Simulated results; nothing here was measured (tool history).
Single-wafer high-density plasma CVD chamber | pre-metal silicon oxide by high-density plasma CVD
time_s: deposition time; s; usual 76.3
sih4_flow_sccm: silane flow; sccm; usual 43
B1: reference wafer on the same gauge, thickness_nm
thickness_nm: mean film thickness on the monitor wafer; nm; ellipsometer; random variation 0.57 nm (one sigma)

Run 1, hour 0.0: usual settings but sih4_flow_sccm 46 sccm; B1 271.953. Result: thickness_nm 330.755 nm.
Run 2, hour 17.3: usual settings but sih4_flow_sccm 46 sccm; B1 272.138. Result: thickness_nm 331.249 nm.
Run 3, hour 28.1: usual settings but time_s 66.0 s, sih4_flow_sccm 49 sccm; B1 271.931. Result: thickness_nm 303.878 nm.
Run 4, hour 35.6: usual settings but sih4_flow_sccm 49 sccm; B1 271.977. Result: thickness_nm 351.721 nm.
Run 5, hour 42.9: usual settings; B1 271.996. Result: thickness_nm 309.412 nm.
Run 6, hour 72.7: usual settings; B1 271.952. Result: thickness_nm 309.213 nm.
Run 7, hour 87.9: usual settings but time_s 66.2 s; B1 271.945. Result: thickness_nm 268.674 nm.
Run 8, hour 97.2: usual settings but time_s 66.2 s; B1 271.978. Result: thickness_nm 267.970 nm.
Run 9, hour 104.8: usual settings but time_s 66.2 s; B1 271.972. Result: thickness_nm 268.062 nm.
Run 10, hour 115.3: usual settings but sih4_flow_sccm 47 sccm; B1 272.020. Result: thickness_nm 338.165 nm.
Run 11, hour 124.0: usual settings but sih4_flow_sccm 47 sccm; B1 272.095. Result: thickness_nm 337.858 nm.
Run 12, hour 141.4: usual settings but sih4_flow_sccm 50 sccm; B1 271.994. Result: thickness_nm 358.242 nm.
Run 13, hour 148.2: usual settings but sih4_flow_sccm 50 sccm; B1 272.009. Result: thickness_nm 360.176 nm.
Run 14, hour 165.7: usual settings but sih4_flow_sccm 39 sccm; B1 272.011. Result: thickness_nm 281.262 nm.
Run 15, hour 180.2: usual settings but sih4_flow_sccm 48 sccm; B1 272.038. Result: thickness_nm 344.959 nm.
Run 16, hour 196.6: usual settings but time_s 72.5 s, sih4_flow_sccm 45 sccm; B1 271.998. Result: thickness_nm 308.648 nm.
Run 17, hour 210.6: usual settings but time_s 87.8 s; B1 272.011. Result: thickness_nm 355.824 nm.
Run 18, hour 220.2: usual settings but time_s 87.8 s; B1 271.877. Result: thickness_nm 356.874 nm.
Run 19, hour 236.5: usual settings; B1 272.044. Result: thickness_nm 310.551 nm.
Run 20, hour 253.3: usual settings; B1 272.044. Result: thickness_nm 309.880 nm.
Run 21, hour 270.9: usual settings; B1 271.907. Result: thickness_nm 309.625 nm.
Run 22, hour 288.6: usual settings but time_s 86.8 s, sih4_flow_sccm 48 sccm; B1 272.033. Result: thickness_nm 393.184 nm.
Run 23, hour 303.3: usual settings but sih4_flow_sccm 37 sccm; B1 272.149. Result: thickness_nm 267.530 nm.
At hour 314.8: silane flow controller replaced.
Run 24, hour 320.1: usual settings; B1 271.942. Result: thickness_nm 295.536 nm.
Run 25, hour 326.4: usual settings but time_s 86.6 s, sih4_flow_sccm 48 sccm; B1 272.057. Result: thickness_nm 372.012 nm.
Run 26, hour 335.4: usual settings but time_s 86.7 s, sih4_flow_sccm 50 sccm; B1 272.002. Result: thickness_nm 389.774 nm.
Run 27, hour 359.3: usual settings but time_s 90.2 s; B1 272.057. Result: thickness_nm 348.448 nm.
Run 28, hour 365.5: usual settings but time_s 80.5 s, sih4_flow_sccm 48 sccm; B1 271.980. Result: thickness_nm 347.499 nm.
Run 29, hour 382.0: usual settings but time_s 85.7 s, sih4_flow_sccm 50 sccm; B1 271.952. Result: thickness_nm 385.182 nm.
Run 30, hour 405.2: usual settings but sih4_flow_sccm 45 sccm; B1 272.030. Result: thickness_nm 308.890 nm.
Run 31, hour 417.4: usual settings but time_s 83.0 s; B1 271.868. Result: thickness_nm 320.648 nm.
Run 32, hour 428.7: usual settings but time_s 70.6 s, sih4_flow_sccm 49 sccm; B1 272.010. Result: thickness_nm 312.240 nm.
Run 33, hour 443.6: usual settings but time_s 70.9 s, sih4_flow_sccm 47 sccm; B1 271.907. Result: thickness_nm 300.599 nm.
At hour 446.8: gauge calibrated.
Run 34, hour 453.5: usual settings but time_s 86.0 s, sih4_flow_sccm 46 sccm; B1 272.010. Result: thickness_nm 355.962 nm.
Run 35, hour 460.2: usual settings but sih4_flow_sccm 36 sccm; B1 272.024. Result: thickness_nm 247.087 nm.
Run 36, hour 468.4: usual settings but time_s 88.2 s, sih4_flow_sccm 50 sccm; B1 271.896. Result: thickness_nm 397.431 nm.
Run 37, hour 482.2: usual settings; B1 272.062. Result: thickness_nm 294.415 nm.
Run 38, hour 489.9: usual settings but time_s 64.9 s, sih4_flow_sccm 49 sccm; B1 271.930. Result: thickness_nm 286.241 nm.
Run 39, hour 499.9: usual settings but time_s 87.8 s; B1 271.985. Result: thickness_nm 340.385 nm.
Run 40, hour 508.4: usual settings; B1 271.899. Result: thickness_nm 295.396 nm.
Run 41, hour 521.0: usual settings but time_s 62.7 s, sih4_flow_sccm 45 sccm; B1 271.854. Result: thickness_nm 253.753 nm.
Run 42, hour 554.8: usual settings but time_s 66.8 s; B1 272.021. Result: thickness_nm 258.749 nm.
Run 43, hour 560.8: usual settings; B1 271.942. Result: thickness_nm 295.232 nm.
Run 44, hour 568.8: usual settings but time_s 84.2 s, sih4_flow_sccm 48 sccm; B1 272.029. Result: thickness_nm 365.728 nm.

Some steps in thickness_nm between neighbouring runs. How much of each would the tool show without its hidden state too (settings, what came in, random variation), and how much is left for the hidden state, with any gauge scatter that isn't in both results?
The hidden state here: delivered silane flow above the setpoint (%); gauge reads high (%).
Run 21 -> 22: time_s 76.3 -> 86.8, sih4_flow_sccm 43 -> 48. thickness_nm +83.559 nm: hidden state +4.250, all else +79.309.
Run 22 -> 23: time_s 86.8 -> 76.3, sih4_flow_sccm 48 -> 37. thickness_nm -125.654 nm: hidden state -6.202, all else -119.452.
Run 23 -> 24: sih4_flow_sccm 37 -> 43, silane flow controller replaced. thickness_nm +28.006 nm: hidden state -13.530, all else +41.536.
Run 34 -> 35: time_s 86.0 -> 76.3, sih4_flow_sccm 46 -> 36. thickness_nm -108.875 nm: hidden state -0.174, all else -108.701.
Run 35 -> 36: time_s 76.3 -> 88.2, sih4_flow_sccm 36 -> 50. thickness_nm +150.344 nm: hidden state +0.354, all else +149.990.

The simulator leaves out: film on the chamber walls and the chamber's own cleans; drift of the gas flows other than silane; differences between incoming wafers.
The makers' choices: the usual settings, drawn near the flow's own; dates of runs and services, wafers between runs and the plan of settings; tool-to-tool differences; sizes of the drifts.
